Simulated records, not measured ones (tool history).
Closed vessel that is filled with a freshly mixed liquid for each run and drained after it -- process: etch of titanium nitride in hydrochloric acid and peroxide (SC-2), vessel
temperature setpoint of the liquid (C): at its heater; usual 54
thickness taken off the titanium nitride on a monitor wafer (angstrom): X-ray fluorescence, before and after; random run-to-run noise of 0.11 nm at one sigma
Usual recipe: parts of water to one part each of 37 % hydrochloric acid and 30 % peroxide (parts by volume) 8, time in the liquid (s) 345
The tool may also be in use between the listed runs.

run   hour  temperature setpoint of the liquid (C)  parts of water to one part each of 37 % hydrochloric acid and 30 % peroxide (parts by volume)  time in the liquid (s)  wafers since the last listed run  hours since the thermometer was replaced  hours since the chemicals flow meter was replaced  hours since the drum of peroxide was connected  hours since the gauge calibration  read-back film thickness of the titanium nitride reference wafer, read on the same gauge (nm)  thickness taken off the titanium nitride on a monitor wafer (angstrom)
  1      0                                      60                                                                                              8                     345                                 0                                      2405                                             1274.7                                          1311.3                              159.9                                                                                         119.98                                                                     295
  2   15.4                                      60                                                                                              8                     345                              1083                                    2420.4                                             1290.1                                          1326.7                              175.3                                                                                         120.01                                                                   294.5
  3   38.5                                      54                                                                                              8                     345                              1624                                    2443.5                                             1313.2                                          1349.8                              198.4                                                                                         120.01                                                                     200
  4   69.4                                      54                                                                                              8                     345                              2173                                    2474.4                                             1344.1                                          1380.7                              229.3                                                                                         120.02                                                                   203.1
  5  102.5                                      54                                                                                              8                     345                              2327                                    2507.5                                             1377.2                                          1413.8                              262.4                                                                                         120.01                                                                   200.9
  6  120.9                                      54                                                                                              8                     345                              1294                                    2525.9                                             1395.6                                          1432.2                              280.8                                                                                         119.97                                                                   202.3
  7  152.4                                      54                                                                                              8                     345                              2215                                    2557.4                                             1427.1                                          1463.7                              312.3                                                                                         120.01                                                                     201
     164.5  -- thermometer replaced
     173.9  -- chemicals flow meter replaced
  8  174.4                                      46                                                                                              7                     145                              1406                                       9.9                                                0.5                                          1485.7                              334.3                                                                                            120                                                                    46.6
     188.7  -- new drum of peroxide connected
  9  200.6                                    63.5                                                                                              9                     210                              1772                                      36.1                                               26.7                                            11.9                              360.5                                                                                         119.99                                                                   183.7
 10  227.6                                    56.5                                                                                              9                     195                              1898                                      63.1                                               53.7                                            38.9                              387.5                                                                                         120.01                                                                   111.1
 11  257.7                                    49.5                                                                                              8                     170                              2116                                      93.2                                               83.8                                              69                              417.6                                                                                         119.99                                                                    67.2
     304.1  -- gauge calibrated
 12  355.7                                      58                                                                                              6                     485                              6892                                     191.2                                              181.8                                             167                               51.6                                                                                            120                                                                   415.7
 13  368.6                                      54                                                                                             12                     345                               907                                     204.1                                              194.7                                           179.9                               64.5                                                                                         119.99                                                                   130.2

Run 14, settings as shown, results not yet in. Your forecast:
 14  399.2                                      54                                                                                              8                     345                              2152                                     234.7                                              225.3                                           210.5                               95.1                                                                                              ?                                                                       ?

Run 14 produced read-back film thickness of the titanium nitride reference wafer, read on the same gauge (nm) 119.98, thickness taken off the titanium nitride on a monitor wafer (angstrom) 181.8.
Take away the tool's hidden state, keep the run-to-run variation as it was, and the same run would have given thickness taken off the titanium nitride on a monitor wafer (angstrom) 181.6.

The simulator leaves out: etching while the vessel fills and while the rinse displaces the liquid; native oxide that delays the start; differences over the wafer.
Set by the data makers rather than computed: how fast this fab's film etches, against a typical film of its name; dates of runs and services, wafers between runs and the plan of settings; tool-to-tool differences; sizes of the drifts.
